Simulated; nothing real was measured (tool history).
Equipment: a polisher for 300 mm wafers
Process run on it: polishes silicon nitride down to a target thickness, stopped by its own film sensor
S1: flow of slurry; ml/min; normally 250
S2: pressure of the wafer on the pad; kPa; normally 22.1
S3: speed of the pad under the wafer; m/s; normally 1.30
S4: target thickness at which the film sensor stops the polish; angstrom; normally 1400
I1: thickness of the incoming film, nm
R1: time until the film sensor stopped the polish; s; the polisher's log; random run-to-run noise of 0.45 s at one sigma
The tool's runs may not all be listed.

run 1 hour=0.0 | S1=250 S2=22.1 S3=1.30 S4=1400 | I1=229.1 | R1=34.5
run 2 hour=81.3 | S1=305 S2=22.1 S3=1.16 S4=1400 | I1=231.0 | R1=38.5
run 3 hour=186.7 | S1=305 S2=22.1 S3=1.16 S4=1400 | I1=228.4 | R1=37.1
-- hour=203.1 slurry nozzle cleaned
run 4 hour=227.2 | S1=250 S2=22.1 S3=1.30 S4=1400 | I1=232.0 | R1=37.1
-- hour=241.9 head pressure recalibrated
-- hour=249.8 worn pad replaced by a new one
run 5 hour=299.0 | S1=250 S2=22.1 S3=1.30 S4=1400 | I1=230.7 | R1=35.9
run 6 hour=363.6 | S1=250 S2=22.1 S3=1.30 S4=1400 | I1=234.2 | R1=36.4
run 7 hour=420.1 | S1=315 S2=22.1 S3=1.30 S4=1400 | I1=227.1 | R1=33.4
-- hour=448.8 slurry nozzle cleaned
-- hour=526.8 worn pad replaced by a new one
run 8 hour=527.3 | S1=315 S2=22.1 S3=1.30 S4=1400 | I1=231.7 | R1=34.9
-- hour=547.6 head pressure recalibrated
run 9 hour=609.4 | S1=250 S2=22.1 S3=1.30 S4=1400 | I1=229.2 | R1=34.4
-- hour=709.5 slurry nozzle cleaned
run 10 hour=711.8 | S1=250 S2=22.1 S3=1.30 S4=1400 | I1=232.0 | R1=35.4
run 11 hour=776.4 | S1=280 S2=22.1 S3=1.30 S4=1400 | I1=229.9 | R1=35.5
-- hour=793.9 worn pad replaced by a new one
-- hour=834.5 head pressure recalibrated
run 12 hour=837.7 | S1=250 S2=22.1 S3=0.92 S4=1400 | I1=234.6 | R1=49.3
run 13 hour=879.5 | S1=250 S2=22.1 S3=1.30 S4=1400 | I1=228.5 | R1=34.4
run 14 hour=921.1 | S1=335 S2=29.6 S3=1.30 S4=1400 | I1=228.3 | R1=27.9
run 15 hour=979.4 | S1=250 S2=22.1 S3=1.30 S4=1400 | I1=231.3 | R1=34.8
-- hour=1002.2 slurry nozzle cleaned
run 16 hour=1032.5 | S1=340 S2=22.1 S3=1.08 S4=1290 | I1=229.4 | R1=45.0
-- hour=1086.0 worn pad replaced by a new one
run 17 hour=1127.8 | S1=250 S2=25.5 S3=1.30 S4=1570 | I1=231.5 | R1=26.7
run 18 hour=1174.1 | S1=185 S2=26.9 S3=0.88 S4=1320 | I1=232.0 | R1=49.1

Forecast run 19:
-- hour=1184.7 head pressure recalibrated
run 19 hour=1214.0 | S1=180 S2=17.9 S3=0.96 S4=1400 | I1=232.7 | R1=?

{"run 19": {"R1": 51.9}}
With the hidden condition absent and the run-to-run variation left alone, this run would have shown R1 51.9 s.

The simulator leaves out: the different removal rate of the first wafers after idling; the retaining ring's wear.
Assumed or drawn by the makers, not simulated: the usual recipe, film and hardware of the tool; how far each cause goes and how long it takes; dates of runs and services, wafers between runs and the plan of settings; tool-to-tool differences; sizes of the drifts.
